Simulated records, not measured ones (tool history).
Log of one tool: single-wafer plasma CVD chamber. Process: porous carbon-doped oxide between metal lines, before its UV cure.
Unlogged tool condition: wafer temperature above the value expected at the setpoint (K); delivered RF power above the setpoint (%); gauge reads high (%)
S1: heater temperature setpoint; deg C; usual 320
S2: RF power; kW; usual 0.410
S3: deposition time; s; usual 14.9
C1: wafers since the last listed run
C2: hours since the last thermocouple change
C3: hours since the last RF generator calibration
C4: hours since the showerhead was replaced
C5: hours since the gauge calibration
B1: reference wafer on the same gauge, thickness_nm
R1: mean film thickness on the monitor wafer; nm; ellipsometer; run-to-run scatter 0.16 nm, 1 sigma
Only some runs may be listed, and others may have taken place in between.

run 1 hour=0.0 | S1=316 S2=0.370 S3=14.9 | C1=0 C2=912.8 C3=1401.9 C4=3798.7 C5=2.0 | B1=59.268 | R1=60.366
run 2 hour=8.4 | S1=316 S2=0.370 S3=14.9 | C1=203 C2=921.2 C3=1410.3 C4=3807.1 C5=10.4 | B1=59.283 | R1=60.479
run 3 hour=16.4 | S1=316 S2=0.370 S3=14.9 | C1=193 C2=929.2 C3=1418.3 C4=3815.1 C5=18.4 | B1=59.302 | R1=60.507
run 4 hour=29.7 | S1=328 S2=0.410 S3=14.9 | C1=322 C2=942.5 C3=1431.6 C4=3828.4 C5=31.7 | B1=59.295 | R1=62.922
run 5 hour=45.7 | S1=328 S2=0.410 S3=14.9 | C1=387 C2=958.5 C3=1447.6 C4=3844.4 C5=47.7 | B1=59.278 | R1=62.953
-- hour=59.8 RF generator calibrated
run 6 hour=60.3 | S1=328 S2=0.410 S3=14.9 | C1=159 C2=973.1 C3=0.5 C4=3859.0 C5=62.3 | B1=59.291 | R1=59.870
run 7 hour=66.0 | S1=310 S2=0.410 S3=16.6 | C1=138 C2=978.8 C3=6.2 C4=3864.7 C5=68.0 | B1=59.282 | R1=73.032
-- hour=77.8 showerhead replaced
-- hour=86.0 RF generator calibrated, repeated, since the last time left the tool worse
run 8 hour=86.5 | S1=310 S2=0.410 S3=16.6 | C1=108 C2=999.3 C3=0.5 C4=8.7 C5=88.5 | B1=59.313 | R1=80.655

Forecast run 9:
run 9 hour=87.5 | S1=320 S2=0.465 S3=13.5 | C1=24 C2=1000.3 C3=1.5 C4=9.7 C5=89.5 | B1=? | R1=?

Logged for run 9: B1 59.293, R1 70.552 nm.
Take away the tool's hidden state, keep the run-to-run variation as it was, and the same run would have given R1 70.851 nm.
